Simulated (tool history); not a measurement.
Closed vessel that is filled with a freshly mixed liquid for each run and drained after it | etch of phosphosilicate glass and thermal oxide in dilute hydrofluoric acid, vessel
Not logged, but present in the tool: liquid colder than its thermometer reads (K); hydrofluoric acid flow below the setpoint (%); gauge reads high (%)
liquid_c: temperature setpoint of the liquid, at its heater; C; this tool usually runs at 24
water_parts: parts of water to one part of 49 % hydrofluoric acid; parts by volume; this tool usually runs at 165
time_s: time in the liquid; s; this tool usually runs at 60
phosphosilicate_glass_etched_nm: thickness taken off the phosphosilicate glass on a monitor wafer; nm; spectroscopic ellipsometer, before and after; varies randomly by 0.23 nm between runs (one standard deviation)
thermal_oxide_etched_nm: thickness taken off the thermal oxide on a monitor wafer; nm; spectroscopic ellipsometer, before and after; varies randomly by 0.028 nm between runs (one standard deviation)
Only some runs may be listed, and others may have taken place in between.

| run | hour | liquid_c | water_parts | time_s | wafers since the last listed run | hours since the thermometer was replaced | hours since the hydrofluoric acid flow meter was replaced | hours since the gauge calibration | read-back film thickness of the phosphosilicate glass reference wafer, read on the same gauge (nm) | read-back film thickness of the thermal oxide reference wafer, read on the same gauge (nm) | phosphosilicate_glass_etched_nm | thermal_oxide_etched_nm |
|---|---|---|---|---|---|---|---|---|---|---|---|---|
| 1 | 0.0 | 24 | 165 | 60 | 0 | 1032.4 | 1768.1 | 188.1 | 40.00 | 29.993 | 31.97 | 1.456 |
| 2 | 14.5 | 23 | 165 | 60 | 1814 | 1046.9 | 1782.6 | 202.6 | 40.00 | 30.012 | 30.64 | 1.405 |
| 3 | 30.2 | 24 | 165 | 35 | 1964 | 1062.6 | 1798.3 | 218.3 | 40.00 | 29.938 | 18.52 | 0.844 |
|  | 33.6 | thermometer replaced |
| 4 | 45.9 | 24 | 165 | 35 | 1839 | 12.3 | 1814.0 | 234.0 | 39.99 | 29.990 | 19.69 | 0.891 |
| 5 | 87.4 | 24 | 165 | 60 | 5194 | 53.8 | 1855.5 | 275.5 | 40.01 | 30.010 | 34.16 | 1.551 |
| 6 | 101.5 | 24 | 165 | 60 | 1764 | 67.9 | 1869.6 | 289.6 | 40.01 | 29.982 | 34.39 | 1.552 |
| 7 | 108.5 | 24 | 165 | 60 | 876 | 74.9 | 1876.6 | 296.6 | 40.00 | 30.011 | 33.85 | 1.526 |
| 8 | 115.3 | 24 | 165 | 60 | 851 | 81.7 | 1883.4 | 303.4 | 39.97 | 29.994 | 34.44 | 1.522 |
| 9 | 125.8 | 24 | 165 | 60 | 1314 | 92.2 | 1893.9 | 313.9 | 40.01 | 30.024 | 33.93 | 1.553 |
| 10 | 142.0 | 24 | 215 | 60 | 2027 | 108.4 | 1910.1 | 330.1 | 39.99 | 29.976 | 24.95 | 1.102 |
| 11 | 156.3 | 24 | 165 | 60 | 1789 | 122.7 | 1924.4 | 344.4 | 39.99 | 29.970 | 34.08 | 1.492 |
| 12 | 170.8 | 24 | 165 | 60 | 1814 | 137.2 | 1938.9 | 358.9 | 39.98 | 29.995 | 33.49 | 1.542 |
| 13 | 180.5 | 24 | 165 | 60 | 1214 | 146.9 | 1948.6 | 368.6 | 39.99 | 29.969 | 33.94 | 1.519 |
|  | 186.2 | gauge calibrated |
| 14 | 187.5 | 24 | 165 | 35 | 876 | 153.9 | 1955.6 | 1.3 | 40.01 | 30.014 | 19.83 | 0.900 |
| 15 | 200.2 | 24 | 165 | 60 | 1589 | 166.6 | 1968.3 | 14.0 | 40.01 | 30.049 | 33.93 | 1.554 |
| 16 | 212.0 | 24 | 165 | 60 | 1476 | 178.4 | 1980.1 | 25.8 | 40.01 | 29.981 | 33.48 | 1.552 |

Expected results for the next run?
|  | 221.7 | hydrofluoric acid flow meter replaced |
| 17 | 228.7 | 24 | 165 | 90 | 1964 | 195.1 | 7.0 | 42.5 | ? | ? | ? | ? |

Run 17 came out at read-back film thickness of the phosphosilicate glass reference wafer, read on the same gauge (nm) 40.00, read-back film thickness of the thermal oxide reference wafer, read on the same gauge (nm) 30.018, phosphosilicate_glass_etched_nm 50.56 nm, thermal_oxide_etched_nm 2.217 nm.
With the hidden condition absent and the run-to-run variation left alone, this run would have shown phosphosilicate_glass_etched_nm 51.72 nm, thermal_oxide_etched_nm 2.268 nm.

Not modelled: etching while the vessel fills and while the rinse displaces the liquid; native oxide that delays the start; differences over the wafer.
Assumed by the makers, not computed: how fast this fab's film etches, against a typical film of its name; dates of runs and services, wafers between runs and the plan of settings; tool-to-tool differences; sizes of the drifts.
